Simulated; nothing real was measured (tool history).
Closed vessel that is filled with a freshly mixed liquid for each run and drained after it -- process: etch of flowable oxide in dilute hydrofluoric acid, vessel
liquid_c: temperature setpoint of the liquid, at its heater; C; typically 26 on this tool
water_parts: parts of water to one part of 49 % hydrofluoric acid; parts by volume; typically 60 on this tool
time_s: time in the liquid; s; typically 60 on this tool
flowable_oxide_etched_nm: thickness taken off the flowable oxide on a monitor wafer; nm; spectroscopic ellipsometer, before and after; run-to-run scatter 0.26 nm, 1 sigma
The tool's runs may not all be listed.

run,hour,liquid_c,water_parts,time_s,"read-back film thickness of the flowable oxide reference wafer, read on the same gauge (nm)",flowable_oxide_etched_nm
1,0,26,60,60,30,49.11
2,34.8,26,60,60,30.01,49.46
3,68.8,26,60,60,30.01,49.42
4,86.9,26,60,60,30.02,49.57
5,189.8,26,60,60,30,50.7
6,210.6,26,60,60,30,50.16
# hour 234.3: thermometer replaced
7,239.5,26,60,60,30,46.36
8,254.9,26,60,40,30.05,30.18
9,269.5,26,55,80,29.97,66.98
# hour 287.8: gauge calibrated
10,289.1,26,55,80,30.05,67.88
# hour 293.7: hydrofluoric acid flow meter replaced
11,318.3,26,55,80,29.98,59.86
12,341.5,26,60,60,29.99,40.17
13,361.5,26,60,40,29.98,26.77

Run 14 comes next. What will it give?
14,389.2,29.5,45,30,?,?

read-back film thickness of the flowable oxide reference wafer, read on the same gauge (nm): 29.97
flowable_oxide_etched_nm: 31.86 nm
Without the tool's hidden state the same run would have given flowable_oxide_etched_nm 30.83 nm.
